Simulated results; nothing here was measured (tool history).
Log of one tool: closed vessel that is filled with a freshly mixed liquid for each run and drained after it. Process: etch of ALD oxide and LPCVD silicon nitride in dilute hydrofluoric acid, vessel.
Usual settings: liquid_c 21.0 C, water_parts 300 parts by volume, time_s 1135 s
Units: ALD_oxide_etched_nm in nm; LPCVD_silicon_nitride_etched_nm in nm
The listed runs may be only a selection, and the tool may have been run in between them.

run   hour  liquid_c  water_parts  time_s  wafers since the last listed run  hours since the thermometer was replaced  hours since the hydrofluoric acid flow meter was replaced  hours since the gauge calibration  read-back film thickness of the ALD oxide reference wafer, read on the same gauge (nm)  read-back film thickness of the LPCVD silicon nitride reference wafer, read on the same gauge (nm)  ALD_oxide_etched_nm  LPCVD_silicon_nitride_etched_nm
  1    0.0      18.5          300    1135                                 0                                    2562.2                                                      330.5                              187.0                                                                                   39.99                                                                                             139.984                25.32                            1.347
  2   15.7      18.5          300    1135                               927                                    2577.9                                                      346.2                              202.7                                                                                   40.00                                                                                             140.040                25.15                            1.341
  3   42.0      18.0          300    1135                              1553                                    2604.2                                                      372.5                              229.0                                                                                   40.02                                                                                             139.997                24.75                            1.273
  4   61.5      21.0          300    1135                              1152                                    2623.7                                                      392.0                              248.5                                                                                   40.03                                                                                             139.997                27.85                            1.608
  5   77.1      21.0          300    1135                               921                                    2639.3                                                      407.6                              264.1                                                                                   40.02                                                                                             140.005                27.53                            1.503
  6   92.1      21.0          300    1135                               886                                    2654.3                                                      422.6                              279.1                                                                                   39.98                                                                                             139.988                27.33                            1.589
  7  120.0      21.0          300    1135                              1648                                    2682.2                                                      450.5                              307.0                                                                                   39.99                                                                                             139.963                27.45                            1.544
  8  188.5      21.0          300    1135                              4047                                    2750.7                                                      519.0                              375.5                                                                                   40.00                                                                                             139.971                27.61                            1.587
  9  222.4      21.0          300    1135                              2003                                    2784.6                                                      552.9                              409.4                                                                                   39.99                                                                                             139.983                27.18                            1.574
     226.6  -- thermometer replaced
 10  253.7      19.5          300     610                              1790                                      27.1                                                      584.2                              440.7                                                                                   40.01                                                                                             139.993                13.90                            0.750
     282.6  -- hydrofluoric acid flow meter replaced
 11  283.4      24.5          200    1470                              1695                                      56.8                                                        0.8                              470.4                                                                                   39.99                                                                                             139.997                68.79                            3.854
 12  347.0      18.5          245    1135                              3757                                     120.4                                                       64.4                              534.0                                                                                   39.99                                                                                             139.992                32.97                            1.660
 13  373.7      21.0          300    1135                              1577                                     147.1                                                       91.1                              560.7                                                                                   40.01                                                                                             140.012                28.01                            1.563
 14  397.2      19.0          360    1135                              1388                                     170.6                                                      114.6                              584.2                                                                                   40.01                                                                                             140.040                20.75                            1.220
 15  417.1      19.5          300     610                              1175                                     190.5                                                      134.5                              604.1                                                                                   39.99                                                                                             139.997                14.34                            0.776
     419.0  -- gauge calibrated
 16  434.4      21.0          415    1135                              1022                                     207.8                                                      151.8                               15.4                                                                                   40.04                                                                                             139.972                18.23                            1.194
 17  467.2      21.0          300    1135                              1938                                     240.6                                                      184.6                               48.2                                                                                   40.01                                                                                             140.002                28.42                            1.555
 18  500.7      22.5          300    1490                              1979                                     274.1                                                      218.1                               81.7                                                                                   40.00                                                                                             140.008                39.22                            2.354
 19  529.7      17.0          255    1135                              1713                                     303.1                                                      247.1                              110.7                                                                                   40.02                                                                                             139.989                29.20                            1.444

Forecast each of these 5 alternatives for the next run:
  A  530.7      21.0          300    1135                                59                                     304.1                                                      248.1                              111.7                                                                                       ?                                                                                                   ?                    ?                                ?
  B  530.7      23.5          300    1755                                59                                     304.1                                                      248.1                              111.7                                                                                       ?                                                                                                   ?                    ?                                ?
  C  530.7      21.0          165    1675                                59                                     304.1                                                      248.1                              111.7                                                                                       ?                                                                                                   ?                    ?                                ?
  D  530.7      24.5          220     520                                59                                     304.1                                                      248.1                              111.7                                                                                       ?                                                                                                   ?                    ?                                ?
  E  530.7      21.0          365    1135                                59                                     304.1                                                      248.1                              111.7                                                                                       ?                                                                                                   ?                    ?                                ?

run  read-back film thickness of the ALD oxide reference wafer, read on the same gauge (nm)  read-back film thickness of the LPCVD silicon nitride reference wafer, read on the same gauge (nm)  ALD_oxide_etched_nm  LPCVD_silicon_nitride_etched_nm
  A                                                                                   40.00                                                                                             139.992                27.45                            1.639
  B                                                                                   40.00                                                                                             139.992                46.38                            2.960
  C                                                                                   40.00                                                                                             139.992                84.19                            4.333
  D                                                                                   40.00                                                                                             139.992                21.08                            1.268
  E                                                                                   40.00                                                                                             139.992                21.28                            1.355
With the hidden condition removed and each run's random variation left untouched, the same runs would have given:
run  ALD_oxide_etched_nm  LPCVD_silicon_nitride_etched_nm
  A                28.20                            1.673
  B                47.65                            3.022
  C                86.29                            4.423
  D                21.63                            1.295
  E                21.88                            1.383
